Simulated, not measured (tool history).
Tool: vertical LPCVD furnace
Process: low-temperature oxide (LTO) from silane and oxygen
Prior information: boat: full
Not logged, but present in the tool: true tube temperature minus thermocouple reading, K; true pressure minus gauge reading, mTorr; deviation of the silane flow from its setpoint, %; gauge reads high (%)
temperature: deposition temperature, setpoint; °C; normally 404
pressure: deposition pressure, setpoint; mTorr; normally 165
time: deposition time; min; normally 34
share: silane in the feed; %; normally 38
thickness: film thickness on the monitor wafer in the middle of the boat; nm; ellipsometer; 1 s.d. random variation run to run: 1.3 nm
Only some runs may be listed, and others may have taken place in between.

run,hour,temperature,pressure,time,share,wafers since the last listed run,hours since the last temperature calibration,hours since the pressure gauge was zeroed,hours since the silane flow controller was replaced,hours since the gauge calibration,"read-back reference wafer on the same gauge, thickness",thickness
1,0,413,165,34,38,0,4246.5,3450.5,6025.9,209.3,197.06,256.52
2,20.3,413,165,34,38,212,4266.8,3470.8,6046.2,229.6,196.77,255.69
3,54.6,404,165,34,38,358,4301.1,3505.1,6080.5,263.9,197.32,232.17
4,81.1,404,165,34,38,276,4327.6,3531.6,6107,290.4,197.06,233.98
5,111.7,404,165,34,38,319,4358.2,3562.2,6137.6,321,197.01,232.75
6,145.9,404,165,37.5,38,357,4392.4,3596.4,6171.8,355.2,197.17,254.47
# hour 173.1: silane flow controller replaced
7,173.6,404,165,37.5,38,38,4420.1,3624.1,0.5,382.9,196.79,258.42
# hour 207.7: pressure gauge zeroed
8,208.2,404,165,34,38,110,4454.7,0.5,35.1,417.5,197.06,233.16
9,215.3,404,165,34,38,74,4461.8,7.6,42.2,424.6,197.3,232.79
10,249.9,404,165,34,38,361,4496.4,42.2,76.8,459.2,197.13,233.73
# hour 256.4: gauge calibrated
# hour 278: thermocouples replaced and temperature profile calibrated
11,278.5,404,165,34,38,48,0.5,70.8,105.4,22.1,197.04,233.08
12,302.7,398,165,34,38,252,24.7,95,129.6,46.3,196.79,218.16
13,331.7,401,165,34,38,302,53.7,124,158.6,75.3,197.56,226.11
14,354.9,404,165,34,38,242,76.9,147.2,181.8,98.5,196.92,234.03
15,388.6,404,135,45.5,45,351,110.6,180.9,215.5,132.2,197.15,308.19
16,420.1,404,135,28.5,43,329,142.1,212.4,247,163.7,196.95,183.62
17,434.7,404,165,30,34,152,156.7,227,261.6,178.3,196.89,177.16
18,467.1,407,165,21,32,338,189.1,259.4,294,210.7,196.76,117.46

What the log doesn't show, run by run:
true tube temperature minus thermocouple reading, K: 0 on each run
true pressure minus gauge reading, mTorr: 0 on each run
deviation of the silane flow from its setpoint, %: 0 on each run
gauge reads high (%): 0 on each run

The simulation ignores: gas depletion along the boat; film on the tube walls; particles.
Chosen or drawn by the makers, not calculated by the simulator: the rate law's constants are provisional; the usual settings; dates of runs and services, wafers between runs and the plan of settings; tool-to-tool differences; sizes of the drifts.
